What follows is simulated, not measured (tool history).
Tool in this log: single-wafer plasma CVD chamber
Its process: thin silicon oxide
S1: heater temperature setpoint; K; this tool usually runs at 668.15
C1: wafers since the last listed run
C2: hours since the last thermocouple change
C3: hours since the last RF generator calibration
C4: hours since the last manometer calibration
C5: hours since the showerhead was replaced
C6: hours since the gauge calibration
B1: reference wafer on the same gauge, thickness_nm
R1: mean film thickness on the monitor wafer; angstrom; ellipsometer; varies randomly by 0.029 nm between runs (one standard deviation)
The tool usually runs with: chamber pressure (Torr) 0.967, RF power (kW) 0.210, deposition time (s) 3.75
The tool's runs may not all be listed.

{"run": 1, "hour": 0.0, "S1": 658.15, "chamber pressure (Torr)": 0.967, "RF power (kW)": 0.21, "deposition time (s)": 3.75, "C1": 0, "C2": 416.9, "C3": 743.0, "C4": 2137.7, "C5": 2656.6, "C6": 537.2, "B1": 5.727, "R1": 65.21}
{"hour": 15.6, "done": "gauge calibrated"}
{"run": 2, "hour": 35.7, "S1": 658.15, "chamber pressure (Torr)": 0.967, "RF power (kW)": 0.21, "deposition time (s)": 3.75, "C1": 1261, "C2": 452.6, "C3": 778.7, "C4": 2173.4, "C5": 2692.3, "C6": 20.1, "B1": 5.732, "R1": 64.3}
{"run": 3, "hour": 60.1, "S1": 658.15, "chamber pressure (Torr)": 0.967, "RF power (kW)": 0.21, "deposition time (s)": 3.75, "C1": 862, "C2": 477.0, "C3": 803.1, "C4": 2197.8, "C5": 2716.7, "C6": 44.5, "B1": 5.718, "R1": 64.41}
{"run": 4, "hour": 92.6, "S1": 668.15, "chamber pressure (Torr)": 0.967, "RF power (kW)": 0.21, "deposition time (s)": 3.75, "C1": 1148, "C2": 509.5, "C3": 835.6, "C4": 2230.3, "C5": 2749.2, "C6": 77.0, "B1": 5.724, "R1": 64.02}
{"run": 5, "hour": 119.1, "S1": 668.15, "chamber pressure (Torr)": 0.967, "RF power (kW)": 0.21, "deposition time (s)": 3.75, "C1": 936, "C2": 536.0, "C3": 862.1, "C4": 2256.8, "C5": 2775.7, "C6": 103.5, "B1": 5.73, "R1": 63.74}
{"run": 6, "hour": 142.3, "S1": 668.15, "chamber pressure (Torr)": 0.967, "RF power (kW)": 0.21, "deposition time (s)": 3.75, "C1": 819, "C2": 559.2, "C3": 885.3, "C4": 2280.0, "C5": 2798.9, "C6": 126.7, "B1": 5.735, "R1": 63.86}
{"run": 7, "hour": 167.7, "S1": 668.15, "chamber pressure (Torr)": 0.967, "RF power (kW)": 0.21, "deposition time (s)": 3.75, "C1": 897, "C2": 584.6, "C3": 910.7, "C4": 2305.4, "C5": 2824.3, "C6": 152.1, "B1": 5.723, "R1": 63.61}
{"run": 8, "hour": 199.0, "S1": 668.15, "chamber pressure (Torr)": 0.967, "RF power (kW)": 0.21, "deposition time (s)": 3.75, "C1": 1105, "C2": 615.9, "C3": 942.0, "C4": 2336.7, "C5": 2855.6, "C6": 183.4, "B1": 5.727, "R1": 63.24}
{"hour": 272.9, "done": "capacitance manometer re-zeroed and calibrated"}
{"run": 9, "hour": 297.0, "S1": 668.15, "chamber pressure (Torr)": 0.967, "RF power (kW)": 0.21, "deposition time (s)": 3.75, "C1": 3179, "C2": 713.9, "C3": 1040.0, "C4": 24.1, "C5": 2953.6, "C6": 281.4, "B1": 5.727, "R1": 67.5}
{"run": 10, "hour": 314.8, "S1": 668.15, "chamber pressure (Torr)": 0.967, "RF power (kW)": 0.21, "deposition time (s)": 3.75, "C1": 628, "C2": 731.7, "C3": 1057.8, "C4": 41.9, "C5": 2971.4, "C6": 299.2, "B1": 5.735, "R1": 66.96}
{"run": 11, "hour": 327.4, "S1": 668.15, "chamber pressure (Torr)": 0.967, "RF power (kW)": 0.21, "deposition time (s)": 3.75, "C1": 445, "C2": 744.3, "C3": 1070.4, "C4": 54.5, "C5": 2984.0, "C6": 311.8, "B1": 5.724, "R1": 66.66}
{"run": 12, "hour": 347.3, "S1": 668.15, "chamber pressure (Torr)": 0.967, "RF power (kW)": 0.21, "deposition time (s)": 3.75, "C1": 703, "C2": 764.2, "C3": 1090.3, "C4": 74.4, "C5": 3003.9, "C6": 331.7, "B1": 5.733, "R1": 66.92}
{"run": 13, "hour": 373.2, "S1": 668.15, "chamber pressure (Torr)": 0.967, "RF power (kW)": 0.21, "deposition time (s)": 3.75, "C1": 915, "C2": 790.1, "C3": 1116.2, "C4": 100.3, "C5": 3029.8, "C6": 357.6, "B1": 5.729, "R1": 67.0}
{"run": 14, "hour": 388.2, "S1": 668.15, "chamber pressure (Torr)": 0.967, "RF power (kW)": 0.21, "deposition time (s)": 3.75, "C1": 529, "C2": 805.1, "C3": 1131.2, "C4": 115.3, "C5": 3044.8, "C6": 372.6, "B1": 5.729, "R1": 66.61}
{"run": 15, "hour": 411.1, "S1": 663.15, "chamber pressure (Torr)": 0.967, "RF power (kW)": 0.21, "deposition time (s)": 4.41, "C1": 809, "C2": 828.0, "C3": 1154.1, "C4": 138.2, "C5": 3067.7, "C6": 395.5, "B1": 5.725, "R1": 78.15}
{"run": 16, "hour": 441.5, "S1": 668.15, "chamber pressure (Torr)": 0.967, "RF power (kW)": 0.21, "deposition time (s)": 3.75, "C1": 1074, "C2": 858.4, "C3": 1184.5, "C4": 168.6, "C5": 3098.1, "C6": 425.9, "B1": 5.734, "R1": 65.36}
{"hour": 493.4, "done": "thermocouple changed; heater temperature recalibrated"}
{"hour": 531.4, "done": "RF generator calibrated"}
{"run": 17, "hour": 531.9, "S1": 673.15, "chamber pressure (Torr)": 0.967, "RF power (kW)": 0.21, "deposition time (s)": 4.48, "C1": 2628, "C2": 38.5, "C3": 0.5, "C4": 259.0, "C5": 3188.5, "C6": 516.3, "B1": 5.742, "R1": 80.95}
{"run": 18, "hour": 557.2, "S1": 668.15, "chamber pressure (Torr)": 0.967, "RF power (kW)": 0.21, "deposition time (s)": 3.75, "C1": 893, "C2": 63.8, "C3": 25.8, "C4": 284.3, "C5": 3213.8, "C6": 541.6, "B1": 5.742, "R1": 68.39}
{"hour": 570.1, "done": "gauge calibrated"}
{"run": 19, "hour": 584.9, "S1": 657.15, "chamber pressure (Torr)": 0.967, "RF power (kW)": 0.21, "deposition time (s)": 3.75, "C1": 978, "C2": 91.5, "C3": 53.5, "C4": 312.0, "C5": 3241.5, "C6": 14.8, "B1": 5.735, "R1": 68.61}
{"hour": 609.8, "done": "showerhead replaced"}
{"run": 20, "hour": 611.7, "S1": 668.15, "chamber pressure (Torr)": 0.967, "RF power (kW)": 0.21, "deposition time (s)": 3.75, "C1": 664, "C2": 118.3, "C3": 80.3, "C4": 338.8, "C5": 1.9, "C6": 41.6, "B1": 5.735, "R1": 67.51}
{"run": 21, "hour": 634.6, "S1": 668.15, "chamber pressure (Torr)": 0.967, "RF power (kW)": 0.21, "deposition time (s)": 3.75, "C1": 809, "C2": 141.2, "C3": 103.2, "C4": 361.7, "C5": 24.8, "C6": 64.5, "B1": 5.725, "R1": 68.24}
{"run": 22, "hour": 670.5, "S1": 664.15, "chamber pressure (Torr)": 0.786, "RF power (kW)": 0.21, "deposition time (s)": 4.49, "C1": 1268, "C2": 177.1, "C3": 139.1, "C4": 397.6, "C5": 60.7, "C6": 100.4, "B1": 5.738, "R1": 69.77}
{"run": 23, "hour": 704.5, "S1": 668.15, "chamber pressure (Torr)": 0.87, "RF power (kW)": 0.21, "deposition time (s)": 3.52, "C1": 1201, "C2": 211.1, "C3": 173.1, "C4": 431.6, "C5": 94.7, "C6": 134.4, "B1": 5.737, "R1": 58.35}
{"run": 24, "hour": 725.4, "S1": 668.15, "chamber pressure (Torr)": 0.967, "RF power (kW)": 0.21, "deposition time (s)": 3.75, "C1": 738, "C2": 232.0, "C3": 194.0, "C4": 452.5, "C5": 115.6, "C6": 155.3, "B1": 5.725, "R1": 67.43}
{"run": 25, "hour": 757.1, "S1": 668.15, "chamber pressure (Torr)": 0.967, "RF power (kW)": 0.21, "deposition time (s)": 4.0, "C1": 1120, "C2": 263.7, "C3": 225.7, "C4": 484.2, "C5": 147.3, "C6": 187.0, "B1": 5.724, "R1": 72.22}
{"run": 26, "hour": 791.3, "S1": 662.15, "chamber pressure (Torr)": 0.837, "RF power (kW)": 0.21, "deposition time (s)": 3.75, "C1": 1208, "C2": 297.9, "C3": 259.9, "C4": 518.4, "C5": 181.5, "C6": 221.2, "B1": 5.731, "R1": 60.48}

Predict the results of run 27:
{"run": 27, "hour": 823.2, "S1": 656.15, "chamber pressure (Torr)": 0.967, "RF power (kW)": 0.21, "deposition time (s)": 3.75, "C1": 1127, "C2": 329.8, "C3": 291.8, "C4": 550.3, "C5": 213.4, "C6": 253.1, "B1": "?", "R1": "?"}

Run 27 measured B1 5.728, R1 67.86 angstrom.
On a tool with no hidden condition, and with the same random variation, this run would have come out at R1 70.70 angstrom.
